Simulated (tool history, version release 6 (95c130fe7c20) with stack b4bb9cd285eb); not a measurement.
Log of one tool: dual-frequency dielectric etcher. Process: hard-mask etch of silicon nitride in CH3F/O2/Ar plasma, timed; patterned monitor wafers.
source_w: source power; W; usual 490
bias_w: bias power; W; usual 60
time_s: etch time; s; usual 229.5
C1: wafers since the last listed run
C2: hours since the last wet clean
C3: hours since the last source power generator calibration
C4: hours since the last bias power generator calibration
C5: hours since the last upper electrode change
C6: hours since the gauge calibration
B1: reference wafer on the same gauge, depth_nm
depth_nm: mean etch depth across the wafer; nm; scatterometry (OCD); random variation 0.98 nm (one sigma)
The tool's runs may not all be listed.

Run 1, hour 0.0: usual settings but source_w 420 W, bias_w 50 W; C1 0; C2 290.8; C3 2541.2; C4 3834.9; C5 1826.6; C6 161.9; B1 149.0. Result: depth_nm 159.0 nm.
Run 2, hour 7.2: usual settings; C1 49; C2 298.0; C3 2548.4; C4 3842.1; C5 1833.8; C6 169.1; B1 148.9. Result: depth_nm 180.6 nm.
Run 3, hour 15.1: usual settings; C1 53; C2 305.9; C3 2556.3; C4 3850.0; C5 1841.7; C6 177.0; B1 149.1. Result: depth_nm 180.5 nm.
Run 4, hour 48.6: usual settings; C1 228; C2 339.4; C3 2589.8; C4 3883.5; C5 1875.2; C6 210.5; B1 148.9. Result: depth_nm 181.3 nm.
Run 5, hour 58.9: usual settings; C1 70; C2 349.7; C3 2600.1; C4 3893.8; C5 1885.5; C6 220.8; B1 149.2. Result: depth_nm 181.6 nm.
Run 6, hour 65.5: usual settings but bias_w 52 W; C1 44; C2 356.3; C3 2606.7; C4 3900.4; C5 1892.1; C6 227.4; B1 148.8. Result: depth_nm 171.9 nm.
Run 7, hour 77.9: usual settings but bias_w 52 W; C1 84; C2 368.7; C3 2619.1; C4 3912.8; C5 1904.5; C6 239.8; B1 149.0. Result: depth_nm 174.4 nm.
Run 8, hour 86.3: usual settings; C1 57; C2 377.1; C3 2627.5; C4 3921.2; C5 1912.9; C6 248.2; B1 149.1. Result: depth_nm 182.6 nm.
At hour 92.7: gauge calibrated.
Run 9, hour 97.9: usual settings; C1 78; C2 388.7; C3 2639.1; C4 3932.8; C5 1924.5; C6 5.2; B1 149.0. Result: depth_nm 181.3 nm.
Run 10, hour 108.1: usual settings; C1 69; C2 398.9; C3 2649.3; C4 3943.0; C5 1934.7; C6 15.4; B1 149.1. Result: depth_nm 180.8 nm.
Run 11, hour 120.8: usual settings; C1 86; C2 411.6; C3 2662.0; C4 3955.7; C5 1947.4; C6 28.1; B1 148.9. Result: depth_nm 182.0 nm.
Run 12, hour 128.4: usual settings; C1 51; C2 419.2; C3 2669.6; C4 3963.3; C5 1955.0; C6 35.7; B1 148.9. Result: depth_nm 179.8 nm.
Run 13, hour 140.9: usual settings but bias_w 52 W; C1 85; C2 431.7; C3 2682.1; C4 3975.8; C5 1967.5; C6 48.2; B1 149.1. Result: depth_nm 173.8 nm.
Run 14, hour 151.1: usual settings; C1 69; C2 441.9; C3 2692.3; C4 3986.0; C5 1977.7; C6 58.4; B1 149.1. Result: depth_nm 182.6 nm.
Run 15, hour 167.4: usual settings; C1 111; C2 458.2; C3 2708.6; C4 4002.3; C5 1994.0; C6 74.7; B1 148.9. Result: depth_nm 182.3 nm.
Run 16, hour 178.8: usual settings but source_w 430 W; C1 77; C2 469.6; C3 2720.0; C4 4013.7; C5 2005.4; C6 86.1; B1 148.8. Result: depth_nm 174.8 nm.
At hour 204.1: wet clean of the chamber.
At hour 211.1: source power generator calibrated.
At hour 211.5: upper electrode replaced.
At hour 213.7: bias power generator calibrated.
Run 17, hour 214.2: usual settings but bias_w 68 W, time_s 170.0 s; C1 32; C2 10.1; C3 3.1; C4 0.5; C5 2.7; C6 121.5; B1 148.7. Result: depth_nm 134.7 nm.
Run 18, hour 214.6: usual settings but source_w 530 W, bias_w 48 W, time_s 280.5 s; C1 2; C2 10.5; C3 3.5; C4 0.9; C5 3.1; C6 121.9; B1 149.0. Result: depth_nm 204.2 nm.
Run 19, hour 215.0: usual settings but source_w 380 W, bias_w 67 W, time_s 297.5 s; C1 2; C2 10.9; C3 3.9; C4 1.3; C5 3.5; C6 122.3; B1 149.0. Result: depth_nm 215.5 nm.
Run 20, hour 229.8: usual settings but source_w 570 W; C1 100; C2 25.7; C3 18.7; C4 16.1; C5 18.3; C6 137.1; B1 148.8. Result: depth_nm 183.8 nm.
Run 21, hour 238.2: usual settings but source_w 570 W; C1 57; C2 34.1; C3 27.1; C4 24.5; C5 26.7; C6 145.5; B1 149.1. Result: depth_nm 184.3 nm.
Run 22, hour 249.1: usual settings but source_w 560 W, time_s 275.5 s; C1 74; C2 45.0; C3 38.0; C4 35.4; C5 37.6; C6 156.4; B1 148.9. Result: depth_nm 220.7 nm.
Run 23, hour 257.8: usual settings but source_w 600 W, time_s 204.0 s; C1 59; C2 53.7; C3 46.7; C4 44.1; C5 46.3; C6 165.1; B1 149.1. Result: depth_nm 167.7 nm.
Run 24, hour 267.7: usual settings; C1 67; C2 63.6; C3 56.6; C4 54.0; C5 56.2; C6 175.0; B1 149.0. Result: depth_nm 175.8 nm.

Some steps in depth_nm between neighbouring runs. How much of each would the tool show without its hidden state too (settings, what came in, random variation), and how much is left for the hidden state, with any gauge scatter that isn't in both results?
The hidden state here: etch rate over this chamber's usual, %; source power that arrives over what is set, %; bias power that arrives over what is set, %; gauge reads high (%).
Run 1 -> 2: source_w 420 -> 490, bias_w 50 -> 60. depth_nm +21.6 nm: hidden state +0.6, all else +21.0.
Run 16 -> 17: source_w 430 -> 490, bias_w 60 -> 68, time_s 229.5 -> 170.0, wet clean of the chamber, source power generator calibrated, upper electrode replaced, bias power generator calibrated. depth_nm -40.1 nm: hidden state -7.8, all else -32.3.
Run 17 -> 18: source_w 490 -> 530, bias_w 68 -> 48, time_s 170.0 -> 280.5. depth_nm +69.5 nm: hidden state -0.1, all else +69.6.
Run 22 -> 23: source_w 560 -> 600, time_s 275.5 -> 204.0. depth_nm -53.0 nm: hidden state +0.0, all else -53.0.
